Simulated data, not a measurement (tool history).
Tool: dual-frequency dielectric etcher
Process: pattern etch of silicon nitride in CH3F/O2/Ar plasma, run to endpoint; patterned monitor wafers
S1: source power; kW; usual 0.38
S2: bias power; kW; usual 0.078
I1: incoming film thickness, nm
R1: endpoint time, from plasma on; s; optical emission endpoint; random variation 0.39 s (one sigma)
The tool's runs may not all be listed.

| run | day | S1 | S2 | I1 | R1 |
|---|---|---|---|---|---|
| 1 | 0 | 0.38 | 0.078 | 28.88 | 44.5 |
| 2 | 1.804 | 0.32 | 0.078 | 28.74 | 47.6 |
|  | 3.233 | wet clean of the chamber |
| 3 | 4.079 | 0.38 | 0.078 | 28.59 | 45.5 |
| 4 | 6.258 | 0.38 | 0.078 | 29.04 | 47.2 |
| 5 | 8.896 | 0.38 | 0.078 | 29.2 | 46.5 |
|  | 11.125 | source power generator calibrated |
| 6 | 11.283 | 0.3 | 0.078 | 29.01 | 51.2 |
| 7 | 13.008 | 0.38 | 0.078 | 28.48 | 44 |
| 8 | 15.008 | 0.38 | 0.078 | 28.9 | 44.9 |
| 9 | 16.854 | 0.45 | 0.069 | 28.64 | 42.9 |
|  | 18.517 | bias power generator calibrated |
|  | 18.867 | upper electrode replaced |
| 10 | 18.888 | 0.38 | 0.078 | 28.57 | 43.3 |
| 11 | 19.275 | 0.44 | 0.078 | 28.69 | 40.6 |
|  | 20.708 | wet clean of the chamber |
| 12 | 21.108 | 0.29 | 0.072 | 28.44 | 54 |
| 13 | 23.846 | 0.33 | 0.072 | 29.18 | 51.6 |
| 14 | 25.829 | 0.31 | 0.095 | 29.28 | 46.6 |
| 15 | 27.271 | 0.38 | 0.078 | 28.6 | 46.1 |
| 16 | 29.217 | 0.3 | 0.078 | 28.76 | 50.9 |

What the log doesn't show, run by run:
source power that arrives over what is set, %: 0 in every run
bias power that arrives over what is set, %: 0 in every run
H1: etch rate over this chamber's usual, %
| run | H1 |
|---|---|
| 1 | 3.72 |
| 2 | 4.28 |
| 3 | 0.317 |
| 4 | 0.995 |
| 5 | 1.82 |
| 6 | 2.56 |
| 7 | 3.1 |
| 8 | 3.72 |
| 9 | 4.3 |
| 10 | 4.93 |
| 11 | 5.05 |
| 12 | -0.0509 |
| 13 | 0.802 |
| 14 | 1.42 |
| 15 | 1.87 |
| 16 | 2.47 |

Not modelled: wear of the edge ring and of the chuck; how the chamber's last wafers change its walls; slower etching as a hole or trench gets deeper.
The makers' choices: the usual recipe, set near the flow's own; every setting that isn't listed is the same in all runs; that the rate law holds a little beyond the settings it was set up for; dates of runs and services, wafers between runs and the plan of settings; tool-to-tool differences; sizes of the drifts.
